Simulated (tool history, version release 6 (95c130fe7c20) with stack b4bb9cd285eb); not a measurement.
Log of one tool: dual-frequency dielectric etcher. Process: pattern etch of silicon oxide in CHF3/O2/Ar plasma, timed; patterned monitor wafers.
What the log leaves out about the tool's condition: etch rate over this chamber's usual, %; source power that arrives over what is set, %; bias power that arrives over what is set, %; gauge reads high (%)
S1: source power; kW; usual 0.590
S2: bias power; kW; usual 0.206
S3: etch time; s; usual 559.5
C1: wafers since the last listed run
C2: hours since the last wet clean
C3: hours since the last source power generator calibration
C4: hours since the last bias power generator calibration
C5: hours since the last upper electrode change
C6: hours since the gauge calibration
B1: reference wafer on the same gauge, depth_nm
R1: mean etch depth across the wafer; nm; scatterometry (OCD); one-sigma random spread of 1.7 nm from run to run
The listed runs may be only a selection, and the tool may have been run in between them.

Run 1, hour 0.0: usual settings but S1 0.480 kW, S3 653.5 s; C1 0; C2 396.7; C3 1792.0; C4 2951.4; C5 1840.3; C6 107.4; B1 1340.1. Result: R1 1217.2 nm.
Run 2, hour 11.2: usual settings but S1 0.480 kW, S3 653.5 s; C1 20; C2 407.9; C3 1803.2; C4 2962.6; C5 1851.5; C6 118.6; B1 1340.0. Result: R1 1213.9 nm.
Run 3, hour 27.7: usual settings but S1 0.480 kW, S3 653.5 s; C1 29; C2 424.4; C3 1819.7; C4 2979.1; C5 1868.0; C6 135.1; B1 1339.9. Result: R1 1211.8 nm.
Run 4, hour 35.7: usual settings; C1 14; C2 432.4; C3 1827.7; C4 2987.1; C5 1876.0; C6 143.1; B1 1339.5. Result: R1 1115.8 nm.
Run 5, hour 52.3: usual settings; C1 30; C2 449.0; C3 1844.3; C4 3003.7; C5 1892.6; C6 159.7; B1 1339.7. Result: R1 1113.8 nm.
At hour 78.3: wet clean of the chamber.
Run 6, hour 78.8: usual settings; C1 4; C2 0.5; C3 1870.8; C4 3030.2; C5 1919.1; C6 186.2; B1 1339.9. Result: R1 1150.6 nm.
Run 7, hour 84.3: usual settings but S3 608.5 s; C1 9; C2 6.0; C3 1876.3; C4 3035.7; C5 1924.6; C6 191.7; B1 1339.9. Result: R1 1252.1 nm.
Run 8, hour 93.5: usual settings; C1 16; C2 15.2; C3 1885.5; C4 3044.9; C5 1933.8; C6 200.9; B1 1340.1. Result: R1 1151.8 nm.
Run 9, hour 106.0: usual settings but S3 436.5 s; C1 22; C2 27.7; C3 1898.0; C4 3057.4; C5 1946.3; C6 213.4; B1 1339.8. Result: R1 897.7 nm.
Run 10, hour 118.2: usual settings but S3 436.5 s; C1 22; C2 39.9; C3 1910.2; C4 3069.6; C5 1958.5; C6 225.6; B1 1340.3. Result: R1 895.9 nm.
Run 11, hour 133.3: usual settings; C1 27; C2 55.0; C3 1925.3; C4 3084.7; C5 1973.6; C6 240.7; B1 1339.9. Result: R1 1148.3 nm.
At hour 139.6: bias power generator calibrated.
At hour 149.8: source power generator calibrated.
Run 12, hour 150.3: usual settings but S1 0.730 kW, S2 0.247 kW; C1 16; C2 72.0; C3 0.5; C4 10.7; C5 1990.6; C6 257.7; B1 1339.7. Result: R1 1364.3 nm.
Run 13, hour 153.2: usual settings but S1 0.530 kW, S2 0.164 kW, S3 662.0 s; C1 5; C2 74.9; C3 3.4; C4 13.6; C5 1993.5; C6 260.6; B1 1340.5. Result: R1 1143.3 nm.
Run 14, hour 160.2: usual settings but S1 0.700 kW, S3 394.0 s; C1 12; C2 81.9; C3 10.4; C4 20.6; C5 2000.5; C6 267.6; B1 1339.8. Result: R1 859.1 nm.
At hour 181.7: gauge calibrated.
At hour 187.9: upper electrode replaced.
Run 15, hour 188.4: usual settings but S1 0.690 kW, S2 0.183 kW; C1 7; C2 110.1; C3 38.6; C4 48.8; C5 0.5; C6 6.7; B1 1340.3. Result: R1 1132.0 nm.
Run 16, hour 188.9: usual settings but S2 0.162 kW; C1 0; C2 110.6; C3 39.1; C4 49.3; C5 1.0; C6 7.2; B1 1340.3. Result: R1 994.2 nm.
Run 17, hour 189.7: usual settings; C1 1; C2 111.4; C3 39.9; C4 50.1; C5 1.8; C6 8.0; B1 1339.9. Result: R1 1143.6 nm.
Run 18, hour 207.3: usual settings but S1 0.730 kW, S3 611.0 s; C1 31; C2 129.0; C3 57.5; C4 67.7; C5 19.4; C6 25.6; B1 1339.5. Result: R1 1344.2 nm.
Run 19, hour 225.2: usual settings but S1 0.500 kW, S2 0.183 kW, S3 423.5 s; C1 32; C2 146.9; C3 75.4; C4 85.6; C5 37.3; C6 43.5; B1 1339.8. Result: R1 760.9 nm.
Run 20, hour 235.8: usual settings but S2 0.173 kW; C1 19; C2 157.5; C3 86.0; C4 96.2; C5 47.9; C6 54.1; B1 1340.2. Result: R1 1027.5 nm.
Run 21, hour 246.2: usual settings but S3 654.5 s; C1 18; C2 167.9; C3 96.4; C4 106.6; C5 58.3; C6 64.5; B1 1340.0. Result: R1 1331.3 nm.

What differs in the tool's unlogged condition from the final listed run ahead of each entry between runs to the first listed run following it?
In the gap between runs 5 and 6: wet clean of the chamber (hour 78.3)
  etch rate over this chamber's usual, %: -3.2 -> -0.039
  difference, measured minus the result without the unlogged condition, R1: -36.8 -> -0.5 nm
In the gap between runs 11 and 12: bias power generator calibrated (hour 139.6); source power generator calibrated (hour 149.8)
  etch rate over this chamber's usual, %: -0.43 -> -0.552
  difference, measured minus the result without the unlogged condition, R1: -4.9 -> -7.6 nm
In the gap between runs 14 and 15: gauge calibrated (hour 181.7); upper electrode replaced (hour 187.9)
  etch rate over this chamber's usual, %: -0.623 -> -0.826
  difference, measured minus the result without the unlogged condition, R1: -5.4 -> -9.5 nm
